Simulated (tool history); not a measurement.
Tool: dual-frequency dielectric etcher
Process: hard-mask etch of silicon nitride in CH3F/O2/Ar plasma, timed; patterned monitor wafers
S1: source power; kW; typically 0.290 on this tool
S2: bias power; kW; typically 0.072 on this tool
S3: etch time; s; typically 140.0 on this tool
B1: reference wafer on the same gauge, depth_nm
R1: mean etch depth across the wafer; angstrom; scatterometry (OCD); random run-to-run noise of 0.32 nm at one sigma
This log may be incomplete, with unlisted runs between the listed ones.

| run | hour | S1 | S2 | S3 | B1 | R1 |
|---|---|---|---|---|---|---|
| 1 | 0.0 | 0.290 | 0.072 | 140.0 | 87.7 | 818 |
| 2 | 26.6 | 0.290 | 0.072 | 140.0 | 87.9 | 823 |
| 3 | 79.5 | 0.290 | 0.072 | 140.0 | 88.1 | 823 |
| 4 | 139.7 | 0.290 | 0.072 | 149.0 | 88.1 | 872 |
| 5 | 170.5 | 0.290 | 0.072 | 149.0 | 87.9 | 870 |
|  | 199.1 | upper electrode replaced |
| 6 | 235.7 | 0.290 | 0.072 | 149.0 | 88.1 | 877 |
|  | 262.4 | wet clean of the chamber |
|  | 285.3 | bias power generator calibrated |
| 7 | 285.8 | 0.290 | 0.072 | 140.0 | 88.0 | 802 |
| 8 | 346.1 | 0.290 | 0.072 | 140.0 | 88.0 | 802 |
| 9 | 372.3 | 0.290 | 0.072 | 140.0 | 88.1 | 799 |
| 10 | 408.6 | 0.290 | 0.072 | 140.0 | 88.3 | 803 |
| 11 | 435.5 | 0.290 | 0.072 | 140.0 | 88.1 | 799 |
|  | 454.7 | source power generator calibrated |
| 12 | 476.7 | 0.290 | 0.072 | 140.0 | 88.0 | 803 |
| 13 | 508.9 | 0.290 | 0.082 | 140.0 | 88.1 | 872 |
| 14 | 548.2 | 0.290 | 0.072 | 110.0 | 87.9 | 632 |
| 15 | 607.8 | 0.290 | 0.080 | 104.0 | 87.8 | 636 |
|  | 652.2 | wet clean of the chamber |
| 16 | 671.4 | 0.320 | 0.079 | 123.5 | 87.9 | 775 |
| 17 | 763.0 | 0.290 | 0.072 | 140.0 | 88.0 | 806 |
|  | 822.3 | gauge calibrated |
| 18 | 831.8 | 0.290 | 0.072 | 140.0 | 88.0 | 811 |
| 19 | 856.2 | 0.290 | 0.072 | 140.0 | 88.2 | 805 |
| 20 | 900.9 | 0.290 | 0.072 | 128.5 | 88.0 | 741 |
| 21 | 936.7 | 0.290 | 0.072 | 140.0 | 88.0 | 803 |
| 22 | 985.8 | 0.240 | 0.090 | 100.0 | 87.9 | 600 |
|  | 1038.2 | wet clean of the chamber |
| 23 | 1038.7 | 0.260 | 0.072 | 111.5 | 88.0 | 616 |
| 24 | 1087.2 | 0.240 | 0.060 | 177.0 | 88.0 | 846 |
| 25 | 1131.1 | 0.290 | 0.072 | 140.0 | 87.9 | 808 |
| 26 | 1202.2 | 0.290 | 0.082 | 110.5 | 88.1 | 687 |
| 27 | 1247.8 | 0.270 | 0.062 | 117.0 | 87.9 | 604 |
| 28 | 1291.1 | 0.290 | 0.065 | 140.0 | 87.9 | 765 |
| 29 | 1394.1 | 0.250 | 0.072 | 140.0 | 88.0 | 762 |

5 options for the next run, each taken on its own from the tool as it stands now. Forecast them:
| A | 1394.6 | 0.290 | 0.072 | 140.0 | ? | ? |
| B | 1394.6 | 0.320 | 0.057 | 119.5 | ? | ? |
| C | 1394.6 | 0.230 | 0.056 | 140.0 | ? | ? |
| D | 1394.6 | 0.310 | 0.064 | 119.0 | ? | ? |
| E | 1394.6 | 0.290 | 0.055 | 117.5 | ? | ? |

| run | B1 | R1 |
|---|---|---|
| A | 88.0 | 817 |
| B | 88.0 | 636 |
| C | 88.0 | 638 |
| D | 88.0 | 669 |
| E | 88.0 | 587 |
Stripped of hidden state, with their random variation kept, the same runs would have yielded:
| run | R1 |
|---|---|
| A | 812 |
| B | 633 |
| C | 635 |
| D | 665 |
| E | 584 |
